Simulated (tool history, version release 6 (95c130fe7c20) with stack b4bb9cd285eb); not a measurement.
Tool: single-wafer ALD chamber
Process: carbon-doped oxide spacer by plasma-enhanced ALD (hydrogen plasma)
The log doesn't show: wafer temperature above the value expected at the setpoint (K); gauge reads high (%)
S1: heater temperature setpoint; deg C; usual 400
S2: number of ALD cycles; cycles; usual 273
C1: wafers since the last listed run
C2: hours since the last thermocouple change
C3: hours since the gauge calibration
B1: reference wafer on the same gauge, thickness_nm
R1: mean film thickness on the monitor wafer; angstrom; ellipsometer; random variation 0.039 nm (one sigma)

Run 1, hour 0: usual settings but S1 411 deg C, S2 293 cycles; C1 0; C2 324.3; C3 1373.5; B1 13.302. Result: R1 127.37 angstrom.
Run 2, hour 63.6: usual settings but S1 411 deg C, S2 293 cycles; C1 91; C2 387.9; C3 1437.1; B1 13.302. Result: R1 127.69 angstrom.
Run 3, hour 316.4: usual settings but S1 411 deg C, S2 293 cycles; C1 362; C2 640.7; C3 1689.9; B1 13.309. Result: R1 127.77 angstrom.
Run 4, hour 368.6: usual settings; C1 74; C2 692.9; C3 1742.1; B1 13.289. Result: R1 121.74 angstrom.
Run 5, hour 457.8: usual settings; C1 128; C2 782.1; C3 1831.3; B1 13.306. Result: R1 121.63 angstrom.
Run 6, hour 554.9: usual settings but S1 389 deg C, S2 294 cycles; C1 139; C2 879.2; C3 1928.4; B1 13.3. Result: R1 132.6 angstrom.
Run 7, hour 661.5: usual settings; C1 153; C2 985.8; C3 2035; B1 13.318. Result: R1 121.52 angstrom.
Run 8, hour 763.1: usual settings; C1 145; C2 1087.4; C3 2136.6; B1 13.307. Result: R1 121.48 angstrom.
Run 9, hour 834: usual settings; C1 101; C2 1158.3; C3 2207.5; B1 13.324. Result: R1 121.05 angstrom.
Run 10, hour 923.7: usual settings but S2 296 cycles; C1 128; C2 1248; C3 2297.2; B1 13.307. Result: R1 131.35 angstrom.
Run 11, hour 1028.5: usual settings; C1 150; C2 1352.8; C3 2402; B1 13.306. Result: R1 120.8 angstrom.
At hour 1097: gauge calibrated.
Run 12, hour 1098.9: usual settings; C1 101; C2 1423.2; C3 1.9; B1 13.291. Result: R1 121.61 angstrom.
At hour 1149.2: thermocouple changed; heater temperature recalibrated.
Run 13, hour 1203.1: usual settings; C1 138; C2 53.9; C3 106.1; B1 13.304. Result: R1 123.3 angstrom.
Run 14, hour 1267: usual settings; C1 91; C2 117.8; C3 170; B1 13.297. Result: R1 123.26 angstrom.
Run 15, hour 1361: usual settings but S1 408 deg C; C1 134; C2 211.8; C3 264; B1 13.311. Result: R1 120.58 angstrom.
Run 16, hour 1425.5: usual settings; C1 92; C2 276.3; C3 328.5; B1 13.312. Result: R1 122.92 angstrom.
Run 17, hour 1533: usual settings but S1 394 deg C, S2 238 cycles; C1 154; C2 383.8; C3 436; B1 13.314. Result: R1 106.98 angstrom.
Run 18, hour 1599.9: usual settings but S1 405 deg C, S2 317 cycles; C1 96; C2 450.7; C3 502.9; B1 13.317. Result: R1 140.73 angstrom.
Run 19, hour 1677.3: usual settings but S1 406 deg C, S2 295 cycles; C1 111; C2 528.1; C3 580.3; B1 13.304. Result: R1 129.56 angstrom.
Run 20, hour 1783.7: usual settings but S1 404 deg C, S2 255 cycles; C1 152; C2 634.5; C3 686.7; B1 13.291. Result: R1 113.26 angstrom.
Run 21, hour 1847.7: usual settings; C1 91; C2 698.5; C3 750.7; B1 13.321. Result: R1 121.39 angstrom.
Run 22, hour 1915.4: usual settings but S1 413 deg C, S2 238 cycles; C1 97; C2 766.2; C3 818.4; B1 13.305. Result: R1 102.79 angstrom.
Run 23, hour 1987.6: usual settings but S2 238 cycles; C1 103; C2 838.4; C3 890.6; B1 13.301. Result: R1 106.29 angstrom.
Run 24, hour 2073.1: usual settings but S1 413 deg C, S2 222 cycles; C1 122; C2 923.9; C3 976.1; B1 13.29. Result: R1 95.54 angstrom.
Run 25, hour 2142.9: usual settings but S2 294 cycles; C1 100; C2 993.7; C3 1045.9; B1 13.295. Result: R1 130.84 angstrom.
Run 26, hour 2208.1: usual settings but S1 387 deg C, S2 290 cycles; C1 93; C2 1058.9; C3 1111.1; B1 13.309. Result: R1 130.91 angstrom.
Run 27, hour 2263.6: usual settings; C1 79; C2 1114.4; C3 1166.6; B1 13.305. Result: R1 121.68 angstrom.
Run 28, hour 2300.1: usual settings; C1 52; C2 1150.9; C3 1203.1; B1 13.291. Result: R1 121.25 angstrom.

Measured less the same run without the tool's hidden state. The same run-to-run variation is in both; the gauge's scatter may not be:
run     R1
  1  -0.51
  2   -0.6
  3  -0.96
  4  -0.96
  5  -1.07
  6     +0
  7  -1.34
  8  -1.47
  9  -1.56
 10  -1.82
 11  -1.82
 12  -1.92
 13     +0
 14  -0.01
 15  -0.14
 16  -0.21
 17     +0
 18  -0.52
 19  -0.58
 20  -0.64
 21  -0.76
 22  -0.75
 23  -0.83
 24  -0.86
 25  -1.24
 26     +0
 27  -1.32
 28  -1.36
